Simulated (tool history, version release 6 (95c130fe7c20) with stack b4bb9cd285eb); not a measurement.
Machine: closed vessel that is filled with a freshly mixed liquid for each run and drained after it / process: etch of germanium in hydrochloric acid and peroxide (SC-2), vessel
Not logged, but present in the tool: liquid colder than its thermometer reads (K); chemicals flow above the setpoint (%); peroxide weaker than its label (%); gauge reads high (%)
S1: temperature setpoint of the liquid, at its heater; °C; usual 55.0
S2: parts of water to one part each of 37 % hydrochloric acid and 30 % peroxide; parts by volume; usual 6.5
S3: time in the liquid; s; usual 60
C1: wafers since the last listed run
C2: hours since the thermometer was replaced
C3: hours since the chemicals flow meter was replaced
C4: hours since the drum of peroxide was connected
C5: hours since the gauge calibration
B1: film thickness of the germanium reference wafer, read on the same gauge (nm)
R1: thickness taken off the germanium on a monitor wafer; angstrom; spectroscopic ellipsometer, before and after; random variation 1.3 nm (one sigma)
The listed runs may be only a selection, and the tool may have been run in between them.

run,hour,S1,S2,S3,C1,C2,C3,C4,C5,B1,R1
1,0.0,55.0,6.5,60,0,1114.9,504.3,1176.0,1625.3,50.00,1285.5
# hour 26.5: new drum of peroxide connected
2,86.1,55.0,6.5,75,11189,1201.0,590.4,59.6,1711.4,49.99,1615.8
3,164.4,55.0,6.5,75,10295,1279.3,668.7,137.9,1789.7,50.02,1629.3
4,271.9,55.0,6.5,60,14134,1386.8,776.2,245.4,1897.2,50.03,1271.5
5,376.4,55.0,6.5,60,13739,1491.3,880.7,349.9,2001.7,50.01,1279.1
6,452.7,55.0,6.5,60,10032,1567.6,957.0,426.2,2078.0,49.97,1269.9
7,535.9,55.0,6.5,60,10939,1650.8,1040.2,509.4,2161.2,50.01,1254.8
8,626.0,55.0,6.5,50,11846,1740.9,1130.3,599.5,2251.3,50.00,1033.5
9,662.6,55.0,6.5,50,4812,1777.5,1166.9,636.1,2287.9,50.00,1057.1
# hour 687.5: chemicals flow meter replaced
10,851.7,55.0,6.5,60,24731,1966.6,164.2,825.2,2477.0,50.00,1232.5
11,925.2,55.0,6.5,60,9663,2040.1,237.7,898.7,2550.5,50.00,1258.1
# hour 982.7: gauge calibrated
12,1015.0,55.0,5.0,60,11807,2129.9,327.5,988.5,32.3,49.99,1256.0
13,1080.0,55.0,6.5,60,8546,2194.9,392.5,1053.5,97.3,49.98,1256.8
14,1170.8,55.0,6.5,60,11938,2285.7,483.3,1144.3,188.1,50.00,1251.3
# hour 1247.0: thermometer replaced
15,1257.7,45.5,6.5,60,11294,10.7,570.2,1231.2,275.0,50.03,1004.5
# hour 1309.8: new drum of peroxide connected
16,1312.0,55.0,9.0,60,7008,65.0,624.5,2.2,329.3,50.00,1316.7
17,1403.1,55.0,6.5,60,11978,156.1,715.6,93.3,420.4,50.02,1352.8
18,1489.3,55.0,6.5,60,11333,242.3,801.8,179.5,506.6,50.00,1304.0
19,1596.0,59.5,8.0,75,14029,349.0,908.5,286.2,613.3,49.98,1867.8
# hour 1650.3: chemicals flow meter replaced
20,1698.2,55.0,4.0,60,13306,451.2,47.9,388.4,715.5,49.99,1324.3
21,1789.7,62.0,7.5,30,12030,542.7,139.4,479.9,807.0,50.00,821.1
22,1891.7,55.0,6.5,60,13411,644.7,241.4,581.9,909.0,49.99,1327.5
23,1969.8,59.5,5.5,50,10268,722.8,319.5,660.0,987.1,49.99,1252.5
24,2042.4,64.5,6.5,60,9545,795.4,392.1,732.6,1059.7,50.00,1737.2
25,2134.6,55.0,8.0,85,12122,887.6,484.3,824.8,1151.9,50.01,1811.4
26,2190.7,48.0,8.0,50,7376,943.7,540.4,880.9,1208.0,50.00,854.0
27,2271.3,61.5,8.5,75,10597,1024.3,621.0,961.5,1288.6,50.02,1937.1
28,2341.0,51.0,6.5,60,9164,1094.0,690.7,1031.2,1358.3,49.97,1121.9
29,2383.0,55.0,6.5,60,5522,1136.0,732.7,1073.2,1400.3,49.99,1302.8

Here are 3 independent what-if runs from the current tool condition. What would each one return?
A,2383.7,48.0,6.5,60,92,1136.7,733.4,1073.9,1401.0,?,?
B,2383.7,55.0,6.5,40,92,1136.7,733.4,1073.9,1401.0,?,?
C,2383.7,55.0,8.0,60,92,1136.7,733.4,1073.9,1401.0,?,?

run,B1,R1
A,49.99,1039.6
B,49.99,866.8
C,49.99,1283.8
Had the tool no hidden state, the same runs would have come out as:
run,R1
A,1089.9
B,906.8
C,1342.5

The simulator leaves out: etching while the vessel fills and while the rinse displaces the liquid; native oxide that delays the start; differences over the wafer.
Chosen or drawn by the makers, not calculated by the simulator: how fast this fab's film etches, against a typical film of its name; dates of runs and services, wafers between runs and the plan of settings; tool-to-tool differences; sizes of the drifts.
